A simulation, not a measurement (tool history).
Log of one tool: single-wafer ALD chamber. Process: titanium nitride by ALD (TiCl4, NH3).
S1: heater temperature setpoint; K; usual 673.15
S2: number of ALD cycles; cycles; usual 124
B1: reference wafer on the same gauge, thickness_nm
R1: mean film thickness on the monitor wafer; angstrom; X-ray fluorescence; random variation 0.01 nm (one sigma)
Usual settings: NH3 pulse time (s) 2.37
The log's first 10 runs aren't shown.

run 11 hour=946.6 | S1=673.15 S2=124 NH3_pulse_time_(s)=2.37 | B1=2.889 | R1=24.9
run 12 hour=985.8 | S1=673.15 S2=124 NH3_pulse_time_(s)=2.37 | B1=2.892 | R1=24.92
run 13 hour=1046 | S1=673.15 S2=124 NH3_pulse_time_(s)=2.37 | B1=2.889 | R1=24.73
run 14 hour=1151.3 | S1=673.15 S2=124 NH3_pulse_time_(s)=2.37 | B1=2.893 | R1=24.68
run 15 hour=1236.4 | S1=673.15 S2=124 NH3_pulse_time_(s)=2.37 | B1=2.889 | R1=24.97
run 16 hour=1309 | S1=673.15 S2=124 NH3_pulse_time_(s)=2.37 | B1=2.891 | R1=25
run 17 hour=1414.8 | S1=673.15 S2=110 NH3_pulse_time_(s)=2.37 | B1=2.888 | R1=22.16
run 18 hour=1476.2 | S1=687.15 S2=124 NH3_pulse_time_(s)=2.86 | B1=2.889 | R1=24.98

The next listed run, before its measurement:
run 19 hour=1690.8 | S1=673.15 S2=106 NH3_pulse_time_(s)=3.31 | B1=? | R1=?

{"run 19": {"B1": 2.888, "R1": 21.42}}
Without the tool's hidden state the same run would have given R1 21.42 angstrom.
